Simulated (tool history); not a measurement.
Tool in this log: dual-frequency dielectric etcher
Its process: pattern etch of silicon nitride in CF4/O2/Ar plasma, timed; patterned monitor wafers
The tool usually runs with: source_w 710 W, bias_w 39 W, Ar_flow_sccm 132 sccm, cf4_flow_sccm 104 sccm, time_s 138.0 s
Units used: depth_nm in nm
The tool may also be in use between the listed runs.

run,hour,source_w,bias_w,Ar_flow_sccm,cf4_flow_sccm,time_s,wafers since the last listed run,hours since the last wet clean,hours since the last source power generator calibration,hours since the last bias power generator calibration,hours since the last Ar flow controller change,hours since the last CF4 flow controller change,hours since the last upper electrode change,hours since the gauge calibration,"read-back reference wafer on the same gauge, depth_nm",depth_nm
1,0.0,710,39,132,104,138.0,0,29.1,1559.9,1595.1,2777.8,796.6,1597.2,425.0,271.9,290.2
2,50.7,710,39,132,104,138.0,281,79.8,1610.6,1645.8,2828.5,847.3,1647.9,475.7,272.0,290.7
3,151.7,710,39,132,104,152.5,561,180.8,1711.6,1746.8,2929.5,948.3,1748.9,576.7,272.0,319.9
4,221.6,710,39,132,104,152.5,388,250.7,1781.5,1816.7,2999.4,1018.2,1818.8,646.6,272.0,317.8
5,312.9,710,39,132,88,138.0,507,342.0,1872.8,1908.0,3090.7,1109.5,1910.1,737.9,272.0,283.2
# hour 371.5: wet clean of the chamber
6,373.0,710,39,132,88,138.0,200,1.5,1932.9,1968.1,3150.8,1169.6,1970.2,798.0,272.1,282.7
# hour 468.4: Ar flow controller replaced
7,468.9,710,39,132,104,138.0,499,97.4,2028.8,2064.0,0.5,1265.5,2066.1,893.9,271.8,290.1
# hour 546.9: gauge calibrated
# hour 570.8: upper electrode replaced
8,571.3,710,39,132,104,138.0,435,199.8,2131.2,2166.4,102.9,1367.9,0.5,24.4,271.9,290.2
9,618.7,710,39,132,104,138.0,263,247.2,2178.6,2213.8,150.3,1415.3,47.9,71.8,272.2,288.2
10,659.2,710,39,132,104,138.0,225,287.7,2219.1,2254.3,190.8,1455.8,88.4,112.3,271.8,289.3
11,708.4,770,39,162,93,113.0,273,336.9,2268.3,2303.5,240.0,1505.0,137.6,161.5,271.9,240.4
# hour 767.7: wet clean of the chamber
12,811.5,780,32,132,104,138.0,439,43.8,2371.4,2406.6,343.1,1608.1,240.7,264.6,272.2,286.2
13,884.5,710,39,132,104,109.0,405,116.8,2444.4,2479.6,416.1,1681.1,313.7,337.6,272.0,229.0
# hour 953.5: bias power generator calibrated
14,979.8,710,39,132,80,138.0,507,212.1,2539.7,26.3,511.4,1776.4,409.0,432.9,272.0,278.1
# hour 988.6: CF4 flow controller replaced
15,1022.1,710,39,132,104,138.0,201,254.4,2582.0,68.6,553.7,33.5,451.3,475.2,271.8,292.8
# hour 1059.5: source power generator calibrated
16,1105.7,710,39,132,125,138.0,442,338.0,46.2,152.2,637.3,117.1,534.9,558.8,272.2,299.8
# hour 1169.9: wet clean of the chamber
17,1427.3,640,36,163,115,138.0,1653,257.4,367.8,473.8,958.9,438.7,856.5,880.4,271.9,248.7
# hour 1448.8: gauge calibrated
18,1519.0,710,39,132,80,138.0,509,349.1,459.5,565.5,1050.6,530.4,948.2,70.2,272.0,279.0
# hour 1582.6: wet clean of the chamber
19,1584.3,710,39,132,124,138.0,229,1.7,524.8,630.8,1115.9,595.7,1013.5,135.5,272.0,298.7
20,1630.9,800,43,132,88,124.5,258,48.3,571.4,677.4,1162.5,642.3,1060.1,182.1,272.0,296.3

Hidden state at the last listed run before each entry between runs and at the first one after, where it differs:
In the gap between runs 5 and 6: wet clean of the chamber (hour 371.5)
  CF4 flow that arrives over what is set, %: -8.2 -> -8.32
  what was measured, less what the result would be without the hidden state, depth_nm: -3.7 -> -3.7 nm
In the gap between runs 6 and 7: Ar flow controller replaced (hour 468.4)
  CF4 flow that arrives over what is set, %: -8.32 -> -8.49
  what was measured, less what the result would be without the hidden state, depth_nm: -3.7 -> -3.7 nm
In the gap between runs 7 and 8: gauge calibrated (hour 546.9); upper electrode replaced (hour 570.8)
  CF4 flow that arrives over what is set, %: -8.49 -> -8.64
  what was measured, less what the result would be without the hidden state, depth_nm: -3.7 -> -3.8 nm
In the gap between runs 11 and 12: wet clean of the chamber (hour 767.7)
  CF4 flow that arrives over what is set, %: -8.8 -> -8.9
  what was measured, less what the result would be without the hidden state, depth_nm: -3.5 -> -4.3 nm
In the gap between runs 13 and 14: bias power generator calibrated (hour 953.5)
  CF4 flow that arrives over what is set, %: -8.96 -> -9.03
  what was measured, less what the result would be without the hidden state, depth_nm: -3.1 -> -4.1 nm
In the gap between runs 14 and 15: CF4 flow controller replaced (hour 988.6)
  CF4 flow that arrives over what is set, %: -9.03 -> -0.973
  what was measured, less what the result would be without the hidden state, depth_nm: -4.1 -> -0.4 nm
In the gap between runs 15 and 16: source power generator calibrated (hour 1059.5)
  CF4 flow that arrives over what is set, %: -0.973 -> -2.05
  what was measured, less what the result would be without the hidden state, depth_nm: -0.4 -> -0.9 nm
In the gap between runs 16 and 17: wet clean of the chamber (hour 1169.9)
  CF4 flow that arrives over what is set, %: -2.05 -> -5
  what was measured, less what the result would be without the hidden state, depth_nm: -0.9 -> -2.0 nm
In the gap between runs 17 and 18: gauge calibrated (hour 1448.8)
  CF4 flow that arrives over what is set, %: -5 -> -5.57
  what was measured, less what the result would be without the hidden state, depth_nm: -2.0 -> -2.5 nm
In the gap between runs 18 and 19: wet clean of the chamber (hour 1582.6)
  CF4 flow that arrives over what is set, %: -5.57 -> -5.93
  what was measured, less what the result would be without the hidden state, depth_nm: -2.5 -> -2.5 nm
